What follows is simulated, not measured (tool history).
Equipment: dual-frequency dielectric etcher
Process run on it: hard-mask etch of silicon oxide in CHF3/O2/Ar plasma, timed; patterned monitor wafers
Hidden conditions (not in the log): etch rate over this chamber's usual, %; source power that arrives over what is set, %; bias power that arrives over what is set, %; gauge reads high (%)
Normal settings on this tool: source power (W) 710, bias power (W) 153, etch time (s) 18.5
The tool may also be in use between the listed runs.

run	hour	source power (W)	bias power (W)	etch time (s)	wafers since the last listed run	hours since the last wet clean	hours since the last source power generator calibration	hours since the last bias power generator calibration	hours since the last upper electrode change	hours since the gauge calibration	read-back reference wafer on the same gauge, depth_nm	mean etch depth across the wafer (angstrom)
1	0	710	153	20.5	0	83.2	860.2	1522.1	4317.4	523.3	43.01	414.3
2	99	710	153	18.5	1849	182.2	959.2	1621.1	4416.4	622.3	43.13	372.5
# hour 180.5: bias power generator calibrated
3	193.5	710	153	18.5	1690	276.7	1053.7	13	4510.9	716.8	43.15	364.4
4	244.1	710	153	18.5	945	327.3	1104.3	63.6	4561.5	767.4	43.13	371.2
5	290.3	670	153	18.5	863	373.5	1150.5	109.8	4607.7	813.6	43.05	364.1
6	394.7	710	153	18.5	1950	477.9	1254.9	214.2	4712.1	918	43.03	369.4
# hour 446.6: wet clean of the chamber
7	447.1	710	153	18.5	530	0.5	1307.3	266.6	4764.5	970.4	43.06	373.9
8	503.3	710	179	14.5	1050	56.7	1363.5	322.8	4820.7	1026.6	43.12	302.8
9	560.7	710	179	14.5	1072	114.1	1420.9	380.2	4878.1	1084	42.99	306.1
10	603.8	710	153	18.5	805	157.2	1464	423.3	4921.2	1127.1	43.21	369.4
# hour 656.2: source power generator calibrated
11	659.5	840	153	18.5	965	212.9	3.3	479	4976.9	1182.8	43.15	388.7
12	700.1	600	118	23.5	758	253.5	43.9	519.6	5017.5	1223.4	43.15	408
13	796.1	570	177	18.5	1793	349.5	139.9	615.6	5113.5	1319.4	42.93	363.9
14	860.1	710	153	18.5	1195	413.5	203.9	679.6	5177.5	1383.4	43.11	367.1
15	907.9	850	153	18.5	893	461.3	251.7	727.4	5225.3	1431.2	43.13	395.6
# hour 984.5: wet clean of the chamber
16	985	630	135	17	992	0.5	328.8	804.5	5302.4	1508.3	43.16	311.6
17	1079.3	610	153	18.5	1761	94.8	423.1	898.8	5396.7	1602.6	43.23	351.7
18	1186.7	710	153	18.5	2006	202.2	530.5	1006.2	5504.1	1710	43.18	368.6
19	1249.3	710	169	23.5	1169	264.8	593.1	1068.8	5566.7	1772.6	43.04	479.5
20	1294.2	710	153	18.5	838	309.7	638	1113.7	5611.6	1817.5	43.13	368.1
21	1331	540	141	18.5	687	346.5	674.8	1150.5	5648.4	1854.3	43.14	329
22	1369.9	710	153	21.5	726	385.4	713.7	1189.4	5687.3	1893.2	43.13	425.4
# hour 1371.1: gauge calibrated
# hour 1415.7: upper electrode replaced
23	1463.1	710	153	18.5	1292	478.6	806.9	1282.6	47.4	92	42.96	369
24	1518.5	550	179	14.5	1035	534	862.3	1338	102.8	147.4	43.21	285.7
# hour 1594.6: wet clean of the chamber
25	1595.1	710	172	17	982	0.5	938.9	1414.6	179.4	224	43.03	352.7
26	1678.3	560	153	16	1554	83.7	1022.1	1497.8	262.6	307.2	42.99	294.8
27	1723.4	710	153	22	842	128.8	1067.2	1542.9	307.7	352.3	43.23	434.7
28	1793.6	710	153	18.5	1311	199	1137.4	1613.1	377.9	422.5	43	366.3
29	1866.1	590	119	24	1354	271.5	1209.9	1685.6	450.4	495	43.04	416.2
30	1947.1	710	142	18.5	1513	352.5	1290.9	1766.6	531.4	576	43.04	360.1
# hour 1984.8: bias power generator calibrated
31	1986.5	710	153	18.5	661	391.9	1330.3	1.7	570.8	615.4	43.05	368.9

What the log doesn't show, run by run:
etch rate over this chamber's usual, %: 0 at every run
source power that arrives over what is set, %: 0 at every run
bias power that arrives over what is set, %: 0 at every run
gauge reads high (%): 0 at every run
